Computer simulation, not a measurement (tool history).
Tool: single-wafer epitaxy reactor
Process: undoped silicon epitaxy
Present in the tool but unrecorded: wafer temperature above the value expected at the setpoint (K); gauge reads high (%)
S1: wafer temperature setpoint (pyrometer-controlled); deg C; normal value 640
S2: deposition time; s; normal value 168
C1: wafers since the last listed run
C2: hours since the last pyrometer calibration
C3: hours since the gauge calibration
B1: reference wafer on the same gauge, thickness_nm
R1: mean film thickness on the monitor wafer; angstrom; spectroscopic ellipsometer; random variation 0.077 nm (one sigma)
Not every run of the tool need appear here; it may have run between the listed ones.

{"run": 1, "hour": 0.0, "S1": 640, "S2": 147, "C1": 0, "C2": 921.4, "C3": 878.6, "B1": 20.906, "R1": 184.86}
{"run": 2, "hour": 45.0, "S1": 640, "S2": 168, "C1": 297, "C2": 966.4, "C3": 923.6, "B1": 20.904, "R1": 210.89}
{"run": 3, "hour": 87.1, "S1": 640, "S2": 168, "C1": 278, "C2": 1008.5, "C3": 965.7, "B1": 20.924, "R1": 211.37}
{"run": 4, "hour": 173.0, "S1": 647, "S2": 168, "C1": 568, "C2": 1094.4, "C3": 1051.6, "B1": 20.928, "R1": 244.2}
{"run": 5, "hour": 212.5, "S1": 647, "S2": 168, "C1": 261, "C2": 1133.9, "C3": 1091.1, "B1": 20.897, "R1": 243.64}
{"run": 6, "hour": 292.3, "S1": 647, "S2": 168, "C1": 528, "C2": 1213.7, "C3": 1170.9, "B1": 20.888, "R1": 243.22}
{"run": 7, "hour": 394.6, "S1": 640, "S2": 185, "C1": 677, "C2": 1316.0, "C3": 1273.2, "B1": 20.906, "R1": 230.23}
{"run": 8, "hour": 496.5, "S1": 648, "S2": 183, "C1": 674, "C2": 1417.9, "C3": 1375.1, "B1": 20.881, "R1": 268.61}
{"run": 9, "hour": 560.8, "S1": 648, "S2": 183, "C1": 425, "C2": 1482.2, "C3": 1439.4, "B1": 20.903, "R1": 268.77}
{"run": 10, "hour": 644.7, "S1": 648, "S2": 183, "C1": 555, "C2": 1566.1, "C3": 1523.3, "B1": 20.898, "R1": 268.37}
{"run": 11, "hour": 704.1, "S1": 640, "S2": 168, "C1": 393, "C2": 1625.5, "C3": 1582.7, "B1": 20.902, "R1": 208.61}
{"run": 12, "hour": 793.7, "S1": 640, "S2": 168, "C1": 593, "C2": 1715.1, "C3": 1672.3, "B1": 20.887, "R1": 208.03}
{"hour": 848.5, "done": "gauge calibrated"}
{"run": 13, "hour": 875.8, "S1": 640, "S2": 168, "C1": 543, "C2": 1797.2, "C3": 27.3, "B1": 20.906, "R1": 206.46}
{"run": 14, "hour": 960.7, "S1": 640, "S2": 168, "C1": 562, "C2": 1882.1, "C3": 112.2, "B1": 20.9, "R1": 207.55}
{"run": 15, "hour": 996.9, "S1": 631, "S2": 197, "C1": 239, "C2": 1918.3, "C3": 148.4, "B1": 20.892, "R1": 199.39}
{"run": 16, "hour": 1075.5, "S1": 640, "S2": 199, "C1": 520, "C2": 1996.9, "C3": 227.0, "B1": 20.904, "R1": 243.37}
{"hour": 1110.0, "done": "pyrometer calibrated"}
{"run": 17, "hour": 1171.4, "S1": 640, "S2": 139, "C1": 581, "C2": 61.4, "C3": 322.9, "B1": 20.911, "R1": 175.49}
{"run": 18, "hour": 1254.7, "S1": 632, "S2": 136, "C1": 551, "C2": 144.7, "C3": 406.2, "B1": 20.905, "R1": 145.21}
{"run": 19, "hour": 1346.2, "S1": 645, "S2": 152, "C1": 605, "C2": 236.2, "C3": 497.7, "B1": 20.907, "R1": 212.94}
{"run": 20, "hour": 1416.0, "S1": 644, "S2": 168, "C1": 462, "C2": 306.0, "C3": 567.5, "B1": 20.914, "R1": 230.22}
{"run": 21, "hour": 1471.7, "S1": 636, "S2": 177, "C1": 368, "C2": 361.7, "C3": 623.2, "B1": 20.903, "R1": 205.53}
{"run": 22, "hour": 1530.7, "S1": 640, "S2": 144, "C1": 390, "C2": 420.7, "C3": 682.2, "B1": 20.907, "R1": 181.0}
{"run": 23, "hour": 1576.2, "S1": 640, "S2": 168, "C1": 301, "C2": 466.2, "C3": 727.7, "B1": 20.908, "R1": 211.64}
{"run": 24, "hour": 1630.2, "S1": 636, "S2": 197, "C1": 357, "C2": 520.2, "C3": 781.7, "B1": 20.896, "R1": 227.52}
{"run": 25, "hour": 1687.5, "S1": 625, "S2": 156, "C1": 379, "C2": 577.5, "C3": 839.0, "B1": 20.898, "R1": 142.23}
{"run": 26, "hour": 1735.2, "S1": 640, "S2": 185, "C1": 315, "C2": 625.2, "C3": 886.7, "B1": 20.894, "R1": 232.69}
{"run": 27, "hour": 1782.2, "S1": 640, "S2": 180, "C1": 311, "C2": 672.2, "C3": 933.7, "B1": 20.911, "R1": 227.56}

Predict each of these 5 candidate next runs independently; none follows another, all start after run 27:
{"run": "A", "hour": 1782.6, "S1": 655, "S2": 168, "C1": 2, "C2": 672.6, "C3": 934.1, "B1": "?", "R1": "?"}
{"run": "B", "hour": 1782.6, "S1": 630, "S2": 168, "C1": 2, "C2": 672.6, "C3": 934.1, "B1": "?", "R1": "?"}
{"run": "C", "hour": 1782.6, "S1": 650, "S2": 196, "C1": 2, "C2": 672.6, "C3": 934.1, "B1": "?", "R1": "?"}
{"run": "D", "hour": 1782.6, "S1": 651, "S2": 140, "C1": 2, "C2": 672.6, "C3": 934.1, "B1": "?", "R1": "?"}
{"run": "E", "hour": 1782.6, "S1": 650, "S2": 185, "C1": 2, "C2": 672.6, "C3": 934.1, "B1": "?", "R1": "?"}

run=A B1=20.890 R1=289.75
run=B B1=20.890 R1=171.64
run=C B1=20.890 R1=305.09
run=D B1=20.890 R1=222.46
run=E B1=20.890 R1=287.97
With the hidden condition removed and each run's random variation left untouched, the same runs would have given:
run=A R1=292.07
run=B R1=173.08
run=C R1=307.55
run=D R1=224.25
run=E R1=290.29
